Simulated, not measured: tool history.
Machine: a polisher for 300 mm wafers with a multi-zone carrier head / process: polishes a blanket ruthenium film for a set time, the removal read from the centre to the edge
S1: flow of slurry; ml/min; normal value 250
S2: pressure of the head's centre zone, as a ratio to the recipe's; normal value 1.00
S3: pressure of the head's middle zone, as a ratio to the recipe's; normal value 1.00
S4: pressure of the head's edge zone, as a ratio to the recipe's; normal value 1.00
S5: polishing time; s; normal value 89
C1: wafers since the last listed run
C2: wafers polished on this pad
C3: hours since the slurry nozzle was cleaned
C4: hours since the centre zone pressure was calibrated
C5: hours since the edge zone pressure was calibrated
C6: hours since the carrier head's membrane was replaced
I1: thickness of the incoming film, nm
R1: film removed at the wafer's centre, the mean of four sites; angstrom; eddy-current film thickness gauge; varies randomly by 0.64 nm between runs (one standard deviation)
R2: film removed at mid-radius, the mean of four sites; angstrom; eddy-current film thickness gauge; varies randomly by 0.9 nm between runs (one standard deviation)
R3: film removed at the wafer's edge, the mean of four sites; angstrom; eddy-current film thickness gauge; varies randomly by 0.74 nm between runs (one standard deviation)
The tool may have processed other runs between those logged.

run    hour   S1    S2    S3    S4  S5    C1    C2     C3      C4     C5      C6     I1   R1   R2   R3
  1     0.0  250  1.00  1.00  1.00  97     0  2116  238.4   763.1   14.1  1533.9  496.5  727  689  730
  2    41.1  250  1.00  1.00  1.00  97   374  2491  279.5   804.2   55.2  1575.0  489.4  715  693  727
       88.9  -- carrier head's membrane replaced by a new one
  3   115.1  250  1.00  1.00  1.00  97   629  3120  353.5   878.2  129.2    26.2  499.7  706  697  729
      245.6  -- worn pad replaced by a new one
  4   277.7  250  1.00  1.00  1.00  89  1446   292  516.1  1040.8  291.8   188.8  492.8  639  630  663
      280.2  -- slurry nozzle cleaned
  5   377.6  185  1.00  1.06  1.00  89   902  1195   97.4  1140.7  391.7   288.7  495.8  639  646  653
  6   446.1  185  1.00  1.06  1.00  89   624  1820  165.9  1209.2  460.2   357.2  499.2  641  648  676
  7   516.2  250  1.00  1.00  1.00  89   639  2459  236.0  1279.3  530.3   427.3  492.8  667  640  676
      538.5  -- centre zone pressure recalibrated
  8   623.1  250  1.00  1.00  1.00  97   957  3416  342.9    84.6  637.2   534.2  499.1  707  697  732
  9   705.1  220  1.00  1.00  1.00  89   748  4164  424.9   166.6  719.2   616.2  502.8  641  632  657
      743.9  -- worn pad replaced by a new one
 10   768.8  250  1.00  0.93  1.00  65   544   227  488.6   230.3  782.9   679.9  495.0  465  438  484
      814.5  -- slurry nozzle cleaned
 11   842.9  250  0.96  1.00  0.96  63   666   894   28.4   304.4  857.0   754.0  489.7  455  458  477
 12   903.8  250  1.00  1.09  1.00  89   555  1450   89.3   365.3  917.9   814.9  497.3  670  686  669
      905.8  -- edge zone pressure recalibrated
 13  1025.6  250  1.08  1.00  1.00  89  1092  2542  211.1   487.1  119.8   936.7  493.3  690  627  668
 14  1118.8  330  1.00  1.00  1.00  89   850  3393  304.3   580.3  213.0  1029.9  499.9  672  640  692
     1156.3  -- worn pad replaced by a new one
 15  1190.8  250  1.00  1.00  1.00  89   620   315  376.3   652.3  285.0  1101.9  503.1  653  632  673
     1225.2  -- slurry nozzle cleaned
 16  1235.6  250  1.00  0.96  0.91  89   399   714   10.4   697.1  329.8  1146.7  505.9  676  654  666
 17  1327.3  250  1.00  1.00  1.00  89   836  1551  102.1   788.8  421.5  1238.4  504.3  666  652  679
 18  1368.3  250  1.06  1.00  1.06  89   374  1925  143.1   829.8  462.5  1279.4  494.7  690  658  697
 19  1437.4  250  1.00  1.00  0.96  75   630  2555  212.2   898.9  531.6  1348.5  503.0  560  542  550
 20  1506.5  250  1.00  1.00  1.12  89   630  3186  281.3   968.0  600.7  1417.6  495.7  649  638  705
 21  1568.6  250  1.00  1.00  1.00  89   566  3752  343.4  1030.1  662.8  1479.7  502.1  652  638  660
 22  1631.9  250  1.00  1.00  1.00  89   577  4330  406.7  1093.4  726.1  1543.0  504.1  634  628  661

Pick out some run-to-run changes in R1. Of each, how much would a tool without hidden state show as well, from the settings, what came in and chance, and how much is left for the hidden state and any gauge scatter not in both results compared?
The hidden state here: removal rate lost through wear of the pad, %; slurry flow missing at the pad, %; deviation of the centre zone's pressure from its setpoint, %; deviation of the edge zone's pressure from its setpoint, %.
Run 9 -> 10: S1 220 -> 250, S3 1.00 -> 0.93, S5 89 -> 65, worn pad replaced by a new one. R1 -176 angstrom: hidden state +10, all else -186.
Run 10 -> 11: S2 1.00 -> 0.96, S3 0.93 -> 1.00, S4 1.00 -> 0.96, S5 65 -> 63, slurry nozzle cleaned. R1 -10 angstrom: hidden state +19, all else -29.
Run 11 -> 12: S2 0.96 -> 1.00, S3 1.00 -> 1.09, S4 0.96 -> 1.00, S5 63 -> 89. R1 +215 angstrom: hidden state -11, all else +226.
Run 15 -> 16: S3 1.00 -> 0.96, S4 1.00 -> 0.91, slurry nozzle cleaned. R1 +23 angstrom: hidden state +36, all else -13.

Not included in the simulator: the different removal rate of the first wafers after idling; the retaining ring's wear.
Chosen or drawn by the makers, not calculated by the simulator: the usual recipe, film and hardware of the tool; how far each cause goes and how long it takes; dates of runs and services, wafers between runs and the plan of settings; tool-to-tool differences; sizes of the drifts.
